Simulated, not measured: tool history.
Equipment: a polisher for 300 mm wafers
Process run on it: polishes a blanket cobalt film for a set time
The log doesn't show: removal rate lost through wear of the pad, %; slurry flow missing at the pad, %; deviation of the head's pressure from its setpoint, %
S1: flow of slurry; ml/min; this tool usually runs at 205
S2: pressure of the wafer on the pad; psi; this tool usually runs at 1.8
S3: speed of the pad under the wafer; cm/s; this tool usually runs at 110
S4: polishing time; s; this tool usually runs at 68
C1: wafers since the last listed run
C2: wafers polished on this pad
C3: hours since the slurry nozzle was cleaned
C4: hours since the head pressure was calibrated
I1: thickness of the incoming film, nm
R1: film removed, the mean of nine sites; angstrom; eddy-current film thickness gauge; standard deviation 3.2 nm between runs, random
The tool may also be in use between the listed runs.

| run | hour | S1 | S2 | S3 | S4 | C1 | C2 | C3 | C4 | I1 | R1 |
|---|---|---|---|---|---|---|---|---|---|---|---|
| 1 | 0 | 205 | 1.8 | 110 | 68 | 0 | 817 | 296 | 211.6 | 1369.1 | 3453 |
| 2 | 9.5 | 205 | 1.8 | 110 | 68 | 70 | 888 | 305.5 | 221.1 | 1361.4 | 3417 |
| 3 | 20.8 | 205 | 2 | 110 | 68 | 83 | 972 | 316.8 | 232.4 | 1380.5 | 3661 |
|  | 25.8 | worn pad replaced by a new one |
| 4 | 33.9 | 205 | 2 | 110 | 68 | 67 | 60 | 329.9 | 245.5 | 1380.5 | 3650 |
| 5 | 41.2 | 205 | 2 | 110 | 68 | 54 | 114 | 337.2 | 252.8 | 1369.9 | 3714 |
| 6 | 57.1 | 205 | 1.8 | 110 | 81 | 118 | 232 | 353.1 | 268.7 | 1367.5 | 4056 |
| 7 | 71 | 205 | 1.8 | 110 | 81 | 103 | 335 | 367 | 282.6 | 1374.7 | 4093 |
| 8 | 83.4 | 205 | 1.8 | 110 | 81 | 92 | 427 | 379.4 | 295 | 1363.3 | 4099 |
| 9 | 99.8 | 205 | 1.8 | 110 | 68 | 121 | 549 | 395.8 | 311.4 | 1371.9 | 3415 |
| 10 | 108 | 205 | 1.8 | 110 | 68 | 60 | 610 | 404 | 319.6 | 1358.5 | 3422 |
| 11 | 114.3 | 205 | 1.8 | 110 | 68 | 46 | 657 | 410.3 | 325.9 | 1352.4 | 3459 |
| 12 | 128.1 | 205 | 1.8 | 110 | 61 | 102 | 759 | 424.1 | 339.7 | 1370.7 | 3028 |
| 13 | 137.4 | 205 | 1.8 | 110 | 61 | 69 | 829 | 433.4 | 349 | 1370.4 | 3091 |
| 14 | 148.7 | 205 | 1.8 | 110 | 68 | 83 | 912 | 444.7 | 360.3 | 1358.1 | 3411 |
| 15 | 161.7 | 205 | 1.8 | 110 | 68 | 96 | 1009 | 457.7 | 373.3 | 1368.7 | 3407 |
| 16 | 170.2 | 205 | 1.8 | 110 | 68 | 63 | 1072 | 466.2 | 381.8 | 1337.8 | 3428 |
|  | 175.7 | slurry nozzle cleaned |
|  | 188.4 | worn pad replaced by a new one |
| 17 | 188.9 | 205 | 2.2 | 110 | 68 | 101 | 3 | 13.2 | 400.5 | 1350.6 | 4005 |
|  | 202 | head pressure recalibrated |
| 18 | 202.5 | 205 | 1.8 | 110 | 74 | 86 | 89 | 26.8 | 0.5 | 1377.1 | 3752 |
| 19 | 233.5 | 255 | 1.8 | 110 | 68 | 230 | 320 | 57.8 | 31.5 | 1379.2 | 3507 |
| 20 | 245.3 | 205 | 2 | 110 | 68 | 87 | 407 | 69.6 | 43.3 | 1360.2 | 3707 |
| 21 | 257.4 | 205 | 1.8 | 110 | 68 | 89 | 497 | 81.7 | 55.4 | 1372.1 | 3406 |
| 22 | 268.5 | 205 | 1.4 | 90 | 58 | 82 | 580 | 92.8 | 66.5 | 1375 | 2006 |
| 23 | 276.8 | 205 | 1.2 | 110 | 86 | 61 | 641 | 101.1 | 74.8 | 1365.4 | 3137 |
| 24 | 293 | 185 | 1.4 | 144 | 48 | 120 | 762 | 117.3 | 91 | 1347.9 | 2566 |
| 25 | 308.7 | 255 | 1.5 | 92 | 68 | 116 | 878 | 133 | 106.7 | 1362.9 | 2567 |
|  | 322 | worn pad replaced by a new one |
| 26 | 324.5 | 250 | 1.8 | 120 | 68 | 87 | 18 | 148.8 | 122.5 | 1377.1 | 3803 |
| 27 | 333.9 | 205 | 1.8 | 130 | 68 | 69 | 88 | 158.2 | 131.9 | 1364.8 | 4028 |
| 28 | 346.1 | 175 | 2.1 | 110 | 68 | 90 | 179 | 170.4 | 144.1 | 1368.4 | 3848 |
| 29 | 361.4 | 205 | 1.8 | 110 | 68 | 113 | 293 | 185.7 | 159.4 | 1372.4 | 3395 |
| 30 | 374.6 | 205 | 1.8 | 110 | 68 | 98 | 391 | 198.9 | 172.6 | 1339 | 3396 |
| 31 | 387.8 | 205 | 1.8 | 110 | 68 | 98 | 489 | 212.1 | 185.8 | 1360.9 | 3406 |
| 32 | 405.1 | 205 | 1.3 | 110 | 68 | 128 | 617 | 229.4 | 203.1 | 1340.5 | 2661 |
| 33 | 423 | 205 | 1.8 | 110 | 68 | 132 | 750 | 247.3 | 221 | 1348.3 | 3429 |
| 34 | 434.4 | 205 | 1.8 | 98 | 75 | 84 | 835 | 258.7 | 232.4 | 1361 | 3373 |
| 35 | 441 | 225 | 1.4 | 110 | 68 | 49 | 884 | 265.3 | 239 | 1370.5 | 2878 |
| 36 | 447.7 | 155 | 1.5 | 126 | 68 | 49 | 934 | 272 | 245.7 | 1353.1 | 3335 |
| 37 | 454.4 | 205 | 1.8 | 110 | 82 | 49 | 983 | 278.7 | 252.4 | 1379.7 | 4176 |

The tool's hidden state at each run:
removal rate lost through wear of the pad, %: 0, the same for each run
slurry flow missing at the pad, %: 0, the same for each run
deviation of the head's pressure from its setpoint, %: 0, the same for each run
